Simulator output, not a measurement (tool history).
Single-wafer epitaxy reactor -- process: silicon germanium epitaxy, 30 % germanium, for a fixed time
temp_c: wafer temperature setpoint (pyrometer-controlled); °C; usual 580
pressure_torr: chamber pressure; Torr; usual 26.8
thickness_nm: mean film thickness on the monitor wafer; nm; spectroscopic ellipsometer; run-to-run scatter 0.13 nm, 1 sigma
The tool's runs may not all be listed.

run    hour  temp_c  pressure_torr  wafers since the last listed run  hours since the last pyrometer calibration  hours since the last manometer calibration  hours since the showerhead was replaced  hours since the gauge calibration  read-back reference wafer on the same gauge, thickness_nm  thickness_nm
  1     0.0     585           26.8                                 0                                       720.6                                       727.6                                   2053.4                               53.5                                                     37.614        46.081
  2    37.2     585           26.8                               668                                       757.8                                       764.8                                   2090.6                               90.7                                                     37.585        46.030
  3    64.6     580           26.8                               492                                       785.2                                       792.2                                   2118.0                              118.1                                                     37.596        41.816
  4   114.4     580           26.8                               895                                       835.0                                       842.0                                   2167.8                              167.9                                                     37.598        41.555
  5   277.6     580           26.8                              2934                                       998.2                                      1005.2                                   2331.0                              331.1                                                     37.579        41.499
  6   313.8     580           26.8                               650                                      1034.4                                      1041.4                                   2367.2                              367.3                                                     37.618        41.462
  7   338.2     580           26.8                               438                                      1058.8                                      1065.8                                   2391.6                              391.7                                                     37.614        41.541
      419.9  -- capacitance manometer re-zeroed and calibrated
  8   512.1     580           26.8                              2982                                      1232.7                                        92.2                                   2565.5                              565.6                                                     37.582        42.477
      555.4  -- gauge calibrated
  9   558.0     571           26.8                               825                                      1278.6                                       138.1                                   2611.4                                2.6                                                     37.592        35.965
 10   605.4     580           26.8                               852                                      1326.0                                       185.5                                   2658.8                               50.0                                                     37.605        42.934
 11   657.1     573           32.6                               929                                      1377.7                                       237.2                                   2710.5                              101.7                                                     37.606        39.655
 12   697.7     580           26.8                               729                                      1418.3                                       277.8                                   2751.1                              142.3                                                     37.616        42.661
 13   738.9     580           26.8                               740                                      1459.5                                       319.0                                   2792.3                              183.5                                                     37.609        42.502
      770.4  -- pyrometer calibrated
 14   771.0     580           26.8                               433                                         0.6                                       351.1                                   2824.4                              215.6                                                     37.607        42.511
      806.7  -- showerhead replaced
 15   864.3     567           31.9                              1533                                        93.9                                       444.4                                     57.6                              308.9                                                     37.644        34.980
 16   892.8     586           26.8                               512                                       122.4                                       472.9                                     86.1                              337.4                                                     37.600        47.468
 17   950.8     594           20.8                              1042                                       180.4                                       530.9                                    144.1                              395.4                                                     37.604        51.156
 18  1009.3     586           29.4                              1051                                       238.9                                       589.4                                    202.6                              453.9                                                     37.602        48.986
 19  1041.3     580           26.8                               575                                       270.9                                       621.4                                    234.6                              485.9                                                     37.592        42.357
 20  1095.3     587           20.9                               970                                       324.9                                       675.4                                    288.6                              539.9                                                     37.586        44.768

For each entry between runs, how does the tool's hidden state at the last listed run before it compare with that at the first listed run after it?
Between runs 7 and 8: capacitance manometer re-zeroed and calibrated (hour 419.9)
  true pressure above the setpoint (%): -7.93 -> 1.43
  measured value less the no-hidden-state value, thickness_nm: -1.073 -> +0.188 nm
Between runs 8 and 9: gauge calibrated (hour 555.4)
  true pressure above the setpoint (%): 1.43 -> 1.12
  measured value less the no-hidden-state value, thickness_nm: +0.188 -> +0.125 nm
Between runs 13 and 14: pyrometer calibrated (hour 770.4)
  true pressure above the setpoint (%): -0.0723 -> -0.284
  measured value less the no-hidden-state value, thickness_nm: -0.009 -> -0.038 nm
Between runs 14 and 15: showerhead replaced (hour 806.7)
  true pressure above the setpoint (%): -0.284 -> -0.901
  measured value less the no-hidden-state value, thickness_nm: -0.038 -> -0.099 nm
